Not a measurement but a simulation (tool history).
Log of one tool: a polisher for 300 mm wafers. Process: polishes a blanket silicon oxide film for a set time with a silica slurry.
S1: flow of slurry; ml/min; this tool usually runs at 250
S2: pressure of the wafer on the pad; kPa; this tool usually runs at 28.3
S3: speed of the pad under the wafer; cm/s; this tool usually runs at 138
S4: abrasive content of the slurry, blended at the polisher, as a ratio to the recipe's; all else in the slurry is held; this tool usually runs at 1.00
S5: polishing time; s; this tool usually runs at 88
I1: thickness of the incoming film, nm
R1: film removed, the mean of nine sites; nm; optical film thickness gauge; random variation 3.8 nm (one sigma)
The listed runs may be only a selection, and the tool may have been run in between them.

run	hour	S1	S2	S3	S4	S5	I1	R1
1	0.0	250	28.3	138	1.00	88	976.1	353.4
# hour 45.9: slurry blender recalibrated
2	75.8	250	28.3	138	1.00	88	960.6	357.3
3	179.5	250	28.3	138	1.00	88	964.4	352.9
4	255.9	250	28.3	138	1.00	88	956.6	347.7
# hour 266.2: worn pad replaced by a new one
5	343.3	250	28.3	138	1.00	88	963.3	349.7
# hour 476.9: slurry blender recalibrated
# hour 523.5: conditioning disc replaced and pad reconditioned
6	528.4	250	28.3	138	1.00	88	969.6	337.9
# hour 571.9: slurry nozzle cleaned
# hour 604.9: head pressure recalibrated
7	625.3	250	28.3	138	1.00	88	969.0	361.2
# hour 680.6: worn pad replaced by a new one
8	719.1	250	28.3	138	1.00	94	955.4	382.9
9	821.6	250	28.3	138	1.00	94	989.3	375.5
10	888.9	250	28.3	138	1.00	94	981.3	382.3
# hour 924.5: slurry blender recalibrated
11	996.8	180	28.3	138	1.10	88	956.6	359.0
# hour 1032.0: conditioning disc replaced and pad reconditioned
12	1100.8	180	28.3	138	1.10	88	986.2	356.2
# hour 1143.9: worn pad replaced by a new one
13	1313.0	195	25.5	138	1.00	88	969.1	292.4
# hour 1349.9: slurry nozzle cleaned
# hour 1385.8: slurry blender recalibrated
14	1416.6	195	31.0	138	1.00	88	965.3	379.3
15	1501.9	250	28.3	108	1.00	88	953.7	309.1
# hour 1526.4: worn pad replaced by a new one
16	1561.6	250	28.3	138	1.00	88	966.7	358.4
# hour 1639.3: conditioning disc replaced and pad reconditioned
17	1647.2	250	28.3	138	1.00	88	973.3	357.3
# hour 1732.1: head pressure recalibrated
18	1744.2	320	28.3	138	0.75	109	958.7	364.2
19	1789.5	250	28.3	138	1.00	102	965.2	415.5
# hour 1818.1: slurry blender recalibrated
20	1882.6	160	28.3	138	1.30	97	953.4	415.4
21	1942.0	250	28.3	138	1.00	88	967.8	353.6
# hour 2032.9: worn pad replaced by a new one
22	2043.0	250	35.9	138	1.00	88	979.2	437.4
# hour 2073.5: slurry nozzle cleaned
23	2151.0	250	28.3	138	1.00	88	974.5	363.1
24	2202.6	250	28.3	94	1.00	88	978.4	279.9

Consider 4 possible next runs. They are alternatives, not a sequence: every one starts from the tool as it was left by run 24. What does each give?
A	2203.0	250	28.3	172	1.00	88	966.8	?
B	2203.0	250	31.0	138	0.80	88	966.8	?
C	2203.0	290	28.3	138	0.70	88	966.8	?
D	2203.0	190	25.5	138	1.00	88	966.8	?

run	R1
A	426.8
B	342.3
C	280.5
D	321.1
Take away the tool's hidden state, keep each run's random variation, and the runs would have read:
run	R1
A	430.4
B	345.2
C	282.6
D	324.5
